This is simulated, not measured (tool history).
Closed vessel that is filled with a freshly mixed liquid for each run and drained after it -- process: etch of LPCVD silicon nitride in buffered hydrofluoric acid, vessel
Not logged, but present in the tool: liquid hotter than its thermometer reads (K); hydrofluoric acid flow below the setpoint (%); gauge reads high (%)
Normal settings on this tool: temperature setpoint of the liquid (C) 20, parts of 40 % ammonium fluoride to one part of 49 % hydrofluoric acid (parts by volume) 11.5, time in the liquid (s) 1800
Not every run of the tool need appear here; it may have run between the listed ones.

run   hour  temperature setpoint of the liquid (C)  parts of 40 % ammonium fluoride to one part of 49 % hydrofluoric acid (parts by volume)  time in the liquid (s)  wafers since the last listed run  hours since the thermometer was replaced  hours since the hydrofluoric acid flow meter was replaced  hours since the gauge calibration  read-back film thickness of the LPCVD silicon nitride reference wafer, read on the same gauge (nm)  thickness taken off the LPCVD silicon nitride on a monitor wafer (angstrom)
  1      0                                      20                                                                                     11.5                    1800                                 0                                     770.1                                                      361.7                               51.4                                                                                              119.98                                                                        206.1
  2    9.6                                      20                                                                                     11.5                    1800                               355                                     779.7                                                      371.3                                 61                                                                                              120.02                                                                        204.8
  3   24.9                                      20                                                                                     11.5                    1800                               566                                       795                                                      386.6                               76.3                                                                                                 120                                                                        201.5
  4     35                                    18.5                                                                                     11.5                    1800                               374                                     805.1                                                      396.7                               86.4                                                                                                 120                                                                        184.5
  5   51.3                                      20                                                                                     11.5                    1800                               603                                     821.4                                                        413                              102.7                                                                                                 120                                                                        206.2
  6   60.4                                      20                                                                                     11.5                    1800                               336                                     830.5                                                      422.1                              111.8                                                                                              119.96                                                                        202.4
  7   71.7                                      20                                                                                     11.5                    1800                               418                                     841.8                                                      433.4                              123.1                                                                                              119.97                                                                        201.8
  8   82.5                                      20                                                                                     11.5                    1800                               399                                     852.6                                                      444.2                              133.9                                                                                              120.04                                                                        201.3
  9     93                                      21                                                                                      8.5                    1800                               388                                     863.1                                                      454.7                              144.4                                                                                              120.05                                                                        282.8
      94.9  -- thermometer replaced
 10    107                                      20                                                                                     11.5                    1800                               481                                      12.1                                                      468.7                              158.4                                                                                              119.99                                                                        204.3
 11  115.9                                      20                                                                                     11.5                    1800                               329                                        21                                                      477.6                              167.3                                                                                              120.05                                                                        204.7
 12  132.2                                      20                                                                                     11.5                    1800                               603                                      37.3                                                      493.9                              183.6                                                                                              120.04                                                                          203
     136.4  -- gauge calibrated
 13  141.2                                      20                                                                                     11.5                    1800                               333                                      46.3                                                      502.9                                4.8                                                                                              119.98                                                                        204.7
 14    158                                      20                                                                                     11.5                    1800                               622                                      63.1                                                      519.7                               21.6                                                                                              119.98                                                                        202.8
 15  167.6                                      20                                                                                     11.5                    1800                               355                                      72.7                                                      529.3                               31.2                                                                                                 120                                                                        202.8
 16  181.9                                      20                                                                                     11.5                    1800                               529                                        87                                                      543.6                               45.5                                                                                              120.03                                                                        208.4
 17  194.3                                      23                                                                                      7.5                    2555                               459                                      99.4                                                        556                               57.9                                                                                                 120                                                                        519.8
     198.6  -- hydrofluoric acid flow meter replaced
 18  208.8                                      20                                                                                     11.5                    1800                               499                                     113.9                                                       10.2                               72.4                                                                                              120.02                                                                        205.6
 19  215.3                                      20                                                                                     11.5                    1800                               240                                     120.4                                                       16.7                               78.9                                                                                              119.99                                                                        204.9
 20  226.5                                      20                                                                                        9                    1800                               414                                     131.6                                                       27.9                               90.1                                                                                              119.97                                                                        245.5
 21  233.9                                      20                                                                                      8.5                    2185                               274                                       139                                                       35.3                               97.5                                                                                              119.97                                                                        319.7
 22  242.6                                      20                                                                                     11.5                    1800                               322                                     147.7                                                         44                              106.2                                                                                              119.99                                                                        204.4
 23  253.6                                    17.5                                                                                     14.5                    1450                               407                                     158.7                                                         55                              117.2                                                                                              119.98                                                                        113.9
 24  263.7                                    24.5                                                                                     11.5                    2330                               374                                     168.8                                                       65.1                              127.3                                                                                              119.99                                                                        338.1
 25  281.1                                      20                                                                                     11.5                    1345                               644                                     186.2                                                       82.5                              144.7                                                                                              119.97                                                                        154.7
     284.4  -- gauge calibrated
 26  288.2                                      20                                                                                       14                    1800                               262                                     193.3                                                       89.6                                3.8                                                                                              120.01                                                                        170.6
 27  294.7                                      20                                                                                     11.5                    1800                               240                                     199.8                                                       96.1                               10.3                                                                                              119.99                                                                        208.9
 28  304.5                                      17                                                                                      8.5                    1800                               362                                     209.6                                                      105.9                               20.1                                                                                              119.98                                                                        224.8

Below are 4 alternative next runs, each starting from the tool's condition after run 28. Predict each:
  A  305.6                                      20                                                                                     11.5                    1505                                40                                     210.7                                                        107                               21.2                                                                                                   ?                                                                            ?
  B  305.6                                    24.5                                                                                        9                    2170                                40                                     210.7                                                        107                               21.2                                                                                                   ?                                                                            ?
  C  305.6                                    18.5                                                                                     15.5                    1800                                40                                     210.7                                                        107                               21.2                                                                                                   ?                                                                            ?
  D  305.6                                      17                                                                                      9.5                    1015                                40                                     210.7                                                        107                               21.2                                                                                                   ?                                                                            ?

run  read-back film thickness of the LPCVD silicon nitride reference wafer, read on the same gauge (nm)  thickness taken off the LPCVD silicon nitride on a monitor wafer (angstrom)
  A                                                                                              119.98                                                                        171.2
  B                                                                                              119.98                                                                        387.5
  C                                                                                              119.98                                                                        140.4
  D                                                                                              119.98                                                                        115.4
Without the tool's unlogged condition, the same runs would have read:
run  thickness taken off the LPCVD silicon nitride on a monitor wafer (angstrom)
  A                                                                        171.2
  B                                                                        387.5
  C                                                                        140.4
  D                                                                        115.4
